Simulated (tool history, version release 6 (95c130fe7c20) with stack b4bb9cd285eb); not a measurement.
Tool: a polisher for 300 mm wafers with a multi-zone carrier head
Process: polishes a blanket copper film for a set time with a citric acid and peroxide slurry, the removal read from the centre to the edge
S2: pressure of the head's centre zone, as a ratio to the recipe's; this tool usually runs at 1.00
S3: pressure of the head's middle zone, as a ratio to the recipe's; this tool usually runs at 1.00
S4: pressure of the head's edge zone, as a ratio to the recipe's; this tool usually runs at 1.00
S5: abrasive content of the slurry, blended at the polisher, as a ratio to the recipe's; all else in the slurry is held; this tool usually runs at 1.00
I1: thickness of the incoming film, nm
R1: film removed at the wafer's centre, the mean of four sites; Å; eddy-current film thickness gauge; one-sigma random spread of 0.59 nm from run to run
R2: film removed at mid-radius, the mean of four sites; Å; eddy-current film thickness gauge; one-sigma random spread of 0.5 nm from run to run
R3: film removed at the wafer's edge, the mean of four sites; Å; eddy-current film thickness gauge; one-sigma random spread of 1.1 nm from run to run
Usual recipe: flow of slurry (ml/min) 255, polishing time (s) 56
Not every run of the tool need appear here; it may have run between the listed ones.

{"run": 1, "hour": 0.0, "flow of slurry (ml/min)": 255, "S2": 1.0, "S3": 0.92, "S4": 1.0, "S5": 1.0, "polishing time (s)": 56, "I1": 519.5, "R1": 872, "R2": 733, "R3": 818}
{"hour": 1.6, "done": "worn pad replaced by a new one"}
{"run": 2, "hour": 31.7, "flow of slurry (ml/min)": 255, "S2": 1.0, "S3": 0.92, "S4": 1.0, "S5": 1.0, "polishing time (s)": 56, "I1": 527.7, "R1": 871, "R2": 727, "R3": 807}
{"run": 3, "hour": 47.0, "flow of slurry (ml/min)": 210, "S2": 1.0, "S3": 1.0, "S4": 1.0, "S5": 1.0, "polishing time (s)": 56, "I1": 518.7, "R1": 854, "R2": 777, "R3": 778}
{"run": 4, "hour": 64.3, "flow of slurry (ml/min)": 210, "S2": 1.0, "S3": 1.0, "S4": 1.0, "S5": 1.0, "polishing time (s)": 56, "I1": 517.2, "R1": 834, "R2": 781, "R3": 782}
{"hour": 96.1, "done": "worn pad replaced by a new one"}
{"run": 5, "hour": 99.0, "flow of slurry (ml/min)": 210, "S2": 1.05, "S3": 1.0, "S4": 1.0, "S5": 1.0, "polishing time (s)": 56, "I1": 524.3, "R1": 891, "R2": 781, "R3": 771}
{"run": 6, "hour": 120.5, "flow of slurry (ml/min)": 255, "S2": 1.07, "S3": 1.0, "S4": 1.0, "S5": 1.0, "polishing time (s)": 56, "I1": 528.6, "R1": 948, "R2": 787, "R3": 777}
{"run": 7, "hour": 148.9, "flow of slurry (ml/min)": 255, "S2": 1.0, "S3": 1.0, "S4": 1.0, "S5": 1.0, "polishing time (s)": 56, "I1": 510.8, "R1": 876, "R2": 792, "R3": 806}
{"hour": 168.9, "done": "carrier head's membrane replaced by a new one"}
{"run": 8, "hour": 175.5, "flow of slurry (ml/min)": 255, "S2": 1.0, "S3": 1.0, "S4": 1.0, "S5": 1.0, "polishing time (s)": 56, "I1": 517.7, "R1": 876, "R2": 794, "R3": 783}
{"hour": 185.7, "done": "worn pad replaced by a new one"}
{"run": 9, "hour": 204.6, "flow of slurry (ml/min)": 255, "S2": 1.0, "S3": 1.0, "S4": 1.0, "S5": 1.0, "polishing time (s)": 56, "I1": 518.6, "R1": 873, "R2": 790, "R3": 796}
{"run": 10, "hour": 221.2, "flow of slurry (ml/min)": 255, "S2": 1.0, "S3": 1.0, "S4": 1.0, "S5": 0.75, "polishing time (s)": 56, "I1": 513.5, "R1": 834, "R2": 750, "R3": 752}
{"hour": 237.7, "done": "edge zone pressure recalibrated"}
{"run": 11, "hour": 256.6, "flow of slurry (ml/min)": 255, "S2": 1.0, "S3": 1.03, "S4": 1.05, "S5": 1.0, "polishing time (s)": 56, "I1": 511.3, "R1": 866, "R2": 805, "R3": 810}
{"hour": 263.1, "done": "worn pad replaced by a new one"}
{"hour": 286.1, "done": "centre zone pressure recalibrated"}
{"hour": 287.2, "done": "slurry nozzle cleaned"}
{"run": 12, "hour": 292.0, "flow of slurry (ml/min)": 255, "S2": 1.0, "S3": 1.0, "S4": 1.0, "S5": 1.0, "polishing time (s)": 56, "I1": 518.4, "R1": 815, "R2": 798, "R3": 800}
{"run": 13, "hour": 309.3, "flow of slurry (ml/min)": 255, "S2": 1.0, "S3": 1.09, "S4": 1.0, "S5": 1.0, "polishing time (s)": 56, "I1": 513.4, "R1": 830, "R2": 849, "R3": 799}
{"run": 14, "hour": 333.2, "flow of slurry (ml/min)": 255, "S2": 1.0, "S3": 1.0, "S4": 1.0, "S5": 1.0, "polishing time (s)": 56, "I1": 531.3, "R1": 831, "R2": 785, "R3": 803}
{"hour": 343.1, "done": "worn pad replaced by a new one"}
{"run": 15, "hour": 355.5, "flow of slurry (ml/min)": 255, "S2": 0.96, "S3": 1.0, "S4": 1.0, "S5": 1.0, "polishing time (s)": 56, "I1": 521.7, "R1": 802, "R2": 801, "R3": 794}
{"run": 16, "hour": 386.2, "flow of slurry (ml/min)": 255, "S2": 1.07, "S3": 1.0, "S4": 1.0, "S5": 1.0, "polishing time (s)": 56, "I1": 527.8, "R1": 898, "R2": 797, "R3": 787}
{"run": 17, "hour": 406.7, "flow of slurry (ml/min)": 255, "S2": 1.0, "S3": 1.0, "S4": 0.95, "S5": 1.0, "polishing time (s)": 56, "I1": 521.1, "R1": 838, "R2": 785, "R3": 750}
{"run": 18, "hour": 423.9, "flow of slurry (ml/min)": 255, "S2": 1.0, "S3": 1.0, "S4": 1.0, "S5": 1.2, "polishing time (s)": 48, "I1": 517.2, "R1": 741, "R2": 698, "R3": 690}
{"hour": 434.0, "done": "worn pad replaced by a new one"}
{"run": 19, "hour": 438.8, "flow of slurry (ml/min)": 255, "S2": 1.07, "S3": 0.95, "S4": 1.05, "S5": 1.0, "polishing time (s)": 41, "I1": 518.9, "R1": 666, "R2": 557, "R3": 590}

Here are 4 independent what-if runs from the current tool condition. What would each one return?
{"run": "A", "hour": 439.2, "flow of slurry (ml/min)": 255, "S2": 1.0, "S3": 1.0, "S4": 1.0, "S5": 1.0, "polishing time (s)": 69, "I1": 528.4, "R1": "?", "R2": "?", "R3": "?"}
{"run": "B", "hour": 439.2, "flow of slurry (ml/min)": 180, "S2": 1.0, "S3": 1.11, "S4": 1.0, "S5": 1.2, "polishing time (s)": 75, "I1": 528.4, "R1": "?", "R2": "?", "R3": "?"}
{"run": "C", "hour": 439.2, "flow of slurry (ml/min)": 255, "S2": 1.0, "S3": 1.0, "S4": 1.0, "S5": 1.0, "polishing time (s)": 72, "I1": 528.4, "R1": "?", "R2": "?", "R3": "?"}
{"run": "D", "hour": 439.2, "flow of slurry (ml/min)": 290, "S2": 1.0, "S3": 0.89, "S4": 0.95, "S5": 1.0, "polishing time (s)": 36, "I1": 528.4, "R1": "?", "R2": "?", "R3": "?"}

run=A R1=1045 R2=974 R3=977
run=B R1=1123 R2=1148 R3=1063
run=C R1=1090 R2=1017 R3=1020
run=D R1=552 R2=467 R3=504
With no hidden state in the tool, these same runs would have given:
run=A R1=969 R2=975 R3=977
run=B R1=1041 R2=1149 R3=1063
run=C R1=1011 R2=1017 R3=1020
run=D R1=512 R2=467 R3=504

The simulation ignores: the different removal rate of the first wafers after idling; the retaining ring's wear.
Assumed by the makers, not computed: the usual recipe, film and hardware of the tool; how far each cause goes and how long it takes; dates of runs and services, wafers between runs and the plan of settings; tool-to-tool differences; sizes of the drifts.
